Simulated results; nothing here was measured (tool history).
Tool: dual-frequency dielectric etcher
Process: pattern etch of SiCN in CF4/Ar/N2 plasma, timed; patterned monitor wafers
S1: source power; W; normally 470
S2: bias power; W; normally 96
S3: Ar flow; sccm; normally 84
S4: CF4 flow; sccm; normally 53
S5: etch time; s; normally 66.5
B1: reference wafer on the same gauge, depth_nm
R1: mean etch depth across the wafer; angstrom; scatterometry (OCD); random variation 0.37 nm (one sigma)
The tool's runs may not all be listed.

| run | day | S1 | S2 | S3 | S4 | S5 | B1 | R1 |
|---|---|---|---|---|---|---|---|---|
| 1 | 0 | 470 | 96 | 84 | 53 | 66.5 | 90.2 | 761 |
| 2 | 1.971 | 470 | 108 | 103 | 53 | 66.5 | 90.5 | 775 |
| 3 | 3.646 | 470 | 96 | 98 | 48 | 82 | 90.6 | 906 |
| 4 | 4.662 | 470 | 96 | 84 | 53 | 66.5 | 90.6 | 761 |
| 5 | 6.075 | 470 | 82 | 84 | 53 | 66.5 | 90.8 | 718 |
| 6 | 8.683 | 470 | 96 | 84 | 59 | 66.5 | 90.8 | 776 |
|  | 11.425 | Ar flow controller replaced |
| 7 | 11.546 | 470 | 96 | 72 | 53 | 66.5 | 91.3 | 776 |
| 8 | 13.208 | 470 | 96 | 84 | 53 | 54.5 | 91.4 | 623 |
| 9 | 16.062 | 470 | 96 | 84 | 53 | 66.5 | 91.4 | 765 |
| 10 | 17.438 | 470 | 96 | 72 | 53 | 66.5 | 91.6 | 777 |
|  | 19.058 | wet clean of the chamber |
| 11 | 19.625 | 360 | 85 | 84 | 53 | 79 | 91.9 | 688 |
|  | 19.979 | CF4 flow controller replaced |
| 12 | 21.071 | 530 | 96 | 84 | 53 | 66.5 | 91.9 | 852 |
|  | 24.788 | source power generator calibrated |
| 13 | 28.608 | 470 | 96 | 84 | 53 | 66.5 | 92.6 | 762 |
| 14 | 29.738 | 470 | 74 | 102 | 53 | 66.5 | 92.7 | 688 |
| 15 | 32.654 | 470 | 90 | 63 | 63 | 66.5 | 92.9 | 793 |
| 16 | 34.804 | 470 | 96 | 84 | 53 | 66.5 | 93 | 777 |
| 17 | 36.579 | 360 | 82 | 91 | 53 | 66.5 | 92.9 | 578 |
|  | 38.771 | wet clean of the chamber |
| 18 | 39.308 | 470 | 96 | 84 | 53 | 66.5 | 93.4 | 779 |
| 19 | 41.675 | 470 | 84 | 65 | 53 | 66.5 | 93.4 | 763 |
| 20 | 44.396 | 470 | 96 | 84 | 53 | 66.5 | 93.5 | 778 |
| 21 | 46.725 | 380 | 86 | 84 | 53 | 57.5 | 94 | 543 |
| 22 | 48.033 | 470 | 96 | 84 | 53 | 60 | 94 | 701 |

3 ways to go on from here, each from the tool as it stands after run 22. What would each give?
| A | 48.05 | 470 | 96 | 84 | 53 | 66.5 | ? | ? |
| B | 48.05 | 590 | 116 | 84 | 47 | 74.5 | ? | ? |
| C | 48.05 | 470 | 96 | 103 | 53 | 66.5 | ? | ? |

| run | B1 | R1 |
|---|---|---|
| A | 94 | 783 |
| B | 94 | 1131 |
| C | 94 | 765 |
Stripped of hidden state, with their random variation kept, the same runs would have yielded:
| run | R1 |
|---|---|
| A | 755 |
| B | 1092 |
| C | 739 |

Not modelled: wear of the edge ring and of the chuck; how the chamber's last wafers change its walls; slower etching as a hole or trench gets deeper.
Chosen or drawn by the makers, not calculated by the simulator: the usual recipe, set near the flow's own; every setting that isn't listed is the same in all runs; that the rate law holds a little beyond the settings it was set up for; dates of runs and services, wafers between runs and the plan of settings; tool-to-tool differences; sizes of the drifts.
